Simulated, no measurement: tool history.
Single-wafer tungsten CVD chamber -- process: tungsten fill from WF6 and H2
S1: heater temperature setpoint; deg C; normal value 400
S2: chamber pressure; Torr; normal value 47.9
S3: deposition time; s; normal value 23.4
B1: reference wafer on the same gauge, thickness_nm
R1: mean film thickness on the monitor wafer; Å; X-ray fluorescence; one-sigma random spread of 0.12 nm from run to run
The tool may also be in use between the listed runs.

{"run": 1, "hour": 0.0, "S1": 397, "S2": 47.9, "S3": 23.4, "B1": 86.99, "R1": 707.78}
{"run": 2, "hour": 12.6, "S1": 400, "S2": 47.9, "S3": 21.0, "B1": 86.995, "R1": 666.26}
{"run": 3, "hour": 22.1, "S1": 389, "S2": 47.9, "S3": 27.0, "B1": 86.993, "R1": 706.69}
{"run": 4, "hour": 35.5, "S1": 389, "S2": 47.9, "S3": 27.0, "B1": 87.021, "R1": 706.77}
{"run": 5, "hour": 48.2, "S1": 389, "S2": 47.9, "S3": 27.0, "B1": 87.005, "R1": 708.27}
{"run": 6, "hour": 65.6, "S1": 400, "S2": 47.9, "S3": 23.4, "B1": 86.998, "R1": 739.21}
{"run": 7, "hour": 76.8, "S1": 400, "S2": 47.9, "S3": 23.4, "B1": 86.96, "R1": 738.65}
{"run": 8, "hour": 83.1, "S1": 396, "S2": 53.3, "S3": 23.4, "B1": 87.047, "R1": 736.48}
{"run": 9, "hour": 100.7, "S1": 400, "S2": 47.9, "S3": 23.4, "B1": 87.061, "R1": 737.25}
{"hour": 108.9, "done": "gauge calibrated"}
{"run": 10, "hour": 118.2, "S1": 400, "S2": 47.9, "S3": 23.4, "B1": 87.027, "R1": 735.52}
{"hour": 132.3, "done": "showerhead replaced"}
{"run": 11, "hour": 132.8, "S1": 400, "S2": 36.2, "S3": 21.1, "B1": 86.992, "R1": 547.0}
{"run": 12, "hour": 137.3, "S1": 387, "S2": 39.2, "S3": 20.2, "B1": 87.028, "R1": 441.3}
{"run": 13, "hour": 155.0, "S1": 408, "S2": 51.4, "S3": 23.4, "B1": 86.992, "R1": 875.15}
{"hour": 164.8, "done": "capacitance manometer re-zeroed and calibrated"}
{"run": 14, "hour": 165.3, "S1": 408, "S2": 51.4, "S3": 23.4, "B1": 86.997, "R1": 906.92}
{"hour": 176.0, "done": "thermocouple changed; heater temperature recalibrated"}
{"run": 15, "hour": 176.5, "S1": 400, "S2": 56.0, "S3": 23.4, "B1": 86.976, "R1": 908.43}
{"run": 16, "hour": 192.6, "S1": 408, "S2": 47.9, "S3": 19.7, "B1": 87.032, "R1": 790.55}
{"run": 17, "hour": 200.1, "S1": 400, "S2": 47.9, "S3": 23.4, "B1": 86.994, "R1": 827.21}
{"run": 18, "hour": 214.1, "S1": 405, "S2": 57.7, "S3": 27.2, "B1": 86.996, "R1": 1161.32}
{"run": 19, "hour": 228.3, "S1": 400, "S2": 47.9, "S3": 23.4, "B1": 86.995, "R1": 826.73}
{"run": 20, "hour": 243.0, "S1": 400, "S2": 47.9, "S3": 19.0, "B1": 86.947, "R1": 668.17}

How would selected steps in R1 from run to run divide? Give the signed amount a tool lacking its hidden state would still show from settings, what came in and random variation, and the signed amount left for the hidden state, including any gauge scatter that is not in both of the compared results.
Hidden conditions of the tool in this case: wafer temperature above the value expected at the setpoint (K); true pressure above the setpoint (%); gauge reads high (%).
Run 12 -> 13: S1 387 -> 408, S2 39.2 -> 51.4, S3 20.2 -> 23.4. R1 +433.85 Å: hidden state -48.81, all else +482.66.
Run 14 -> 15: S1 408 -> 400, S2 51.4 -> 56.0, thermocouple changed; heater temperature recalibrated. R1 +1.51 Å: hidden state +72.38, all else -70.87.
Run 18 -> 19: S1 405 -> 400, S2 57.7 -> 47.9, S3 27.2 -> 23.4. R1 -334.59 Å: hidden state +0.44, all else -335.03.
